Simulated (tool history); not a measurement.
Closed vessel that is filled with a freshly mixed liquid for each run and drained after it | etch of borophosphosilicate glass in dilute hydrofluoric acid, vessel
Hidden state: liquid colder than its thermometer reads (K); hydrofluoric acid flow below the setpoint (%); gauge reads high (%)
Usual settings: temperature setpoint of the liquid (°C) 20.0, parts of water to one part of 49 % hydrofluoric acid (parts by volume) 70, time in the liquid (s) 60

run,hour,temperature setpoint of the liquid (°C),parts of water to one part of 49 % hydrofluoric acid (parts by volume),time in the liquid (s),wafers since the last listed run,hours since the thermometer was replaced,hours since the hydrofluoric acid flow meter was replaced,hours since the gauge calibration,"read-back film thickness of the borophosphosilicate glass reference wafer, read on the same gauge (nm)",thickness taken off the borophosphosilicate glass on a monitor wafer (Å)
1,0.0,20.0,70,60,0,381.1,190.9,801.3,50.03,459.8
2,55.2,20.0,70,60,5574,436.3,246.1,856.5,49.98,453.3
3,108.4,20.0,70,60,5372,489.5,299.3,909.7,49.96,458.3
4,152.8,20.0,70,60,4483,533.9,343.7,954.1,50.04,458.5
5,200.1,19.0,55,60,4776,581.2,391.0,1001.4,49.98,571.5
6,255.5,19.0,55,60,5594,636.6,446.4,1056.8,49.99,563.0
7,281.6,19.0,55,60,2635,662.7,472.5,1082.9,50.00,568.3
8,334.8,20.0,55,60,5372,715.9,525.7,1136.1,50.01,586.3
# hour 401.3: hydrofluoric acid flow meter replaced
9,403.5,20.0,70,50,6837,784.6,2.2,1204.8,50.02,373.9
10,459.4,20.0,70,60,5645,840.5,58.1,1260.7,49.97,450.9
11,492.1,17.5,95,45,3302,873.2,90.8,1293.4,49.99,217.0
12,529.1,20.0,45,80,3736,910.2,127.8,1330.4,49.99,954.8
13,570.6,17.0,45,40,4191,951.7,169.3,1371.9,49.97,420.9
14,600.4,22.0,55,75,3009,981.5,199.1,1401.7,49.97,787.2
15,631.0,20.0,70,60,3090,1012.1,229.7,1432.3,49.98,444.5
16,679.3,20.0,70,45,4877,1060.4,278.0,1480.6,50.02,334.0
# hour 801.0: thermometer replaced
17,822.3,18.5,95,70,14340,21.3,421.0,1623.6,49.98,364.6
18,862.5,19.0,55,60,4059,61.5,461.2,1663.8,49.98,582.4
19,893.9,20.0,70,60,3171,92.9,492.6,1695.2,50.04,464.5
20,964.6,20.0,45,95,7140,163.6,563.3,1765.9,50.01,1175.5
# hour 979.5: hydrofluoric acid flow meter replaced
21,1031.2,20.0,70,60,6624,230.2,51.7,1832.5,49.95,460.7
22,1084.8,20.0,70,95,5413,283.8,105.3,1886.1,49.99,731.5
23,1109.2,20.0,40,80,2464,308.2,129.7,1910.5,49.95,1112.0
24,1174.2,20.0,50,50,6564,373.2,194.7,1975.5,50.01,546.2
# hour 1191.0: gauge calibrated
25,1220.9,21.5,70,60,4716,419.9,241.4,29.9,49.97,486.7
26,1284.0,24.5,55,70,6372,483.0,304.5,93.0,50.03,829.8
27,1347.8,24.0,40,60,6443,546.8,368.3,156.8,49.96,984.1
28,1521.5,18.0,80,75,17542,720.5,542.0,330.5,50.02,450.7
29,1566.1,20.0,70,60,4504,765.1,586.6,375.1,49.98,446.8
# hour 1600.9: hydrofluoric acid flow meter replaced
30,1631.9,20.0,70,60,6544,830.9,31.0,440.9,49.98,448.8
31,1742.3,17.0,70,35,11149,941.3,141.4,551.3,49.97,230.6

Forecast each of these 5 alternatives for the next run:
A,1743.0,20.0,70,60,70,942.0,142.1,552.0,?,?
B,1743.0,18.5,50,60,70,942.0,142.1,552.0,?,?
C,1743.0,20.0,100,60,70,942.0,142.1,552.0,?,?
D,1743.0,17.0,85,45,70,942.0,142.1,552.0,?,?
E,1743.0,17.0,45,35,70,942.0,142.1,552.0,?,?

run,"read-back film thickness of the borophosphosilicate glass reference wafer, read on the same gauge (nm)",thickness taken off the borophosphosilicate glass on a monitor wafer (Å)
A,50.02,446.9
B,50.02,600.2
C,50.02,302.6
D,50.02,239.0
E,50.02,366.3
Without the tool's hidden state the same runs would have given:
run,thickness taken off the borophosphosilicate glass on a monitor wafer (Å)
A,469.9
B,631.8
C,317.8
D,251.5
E,386.0

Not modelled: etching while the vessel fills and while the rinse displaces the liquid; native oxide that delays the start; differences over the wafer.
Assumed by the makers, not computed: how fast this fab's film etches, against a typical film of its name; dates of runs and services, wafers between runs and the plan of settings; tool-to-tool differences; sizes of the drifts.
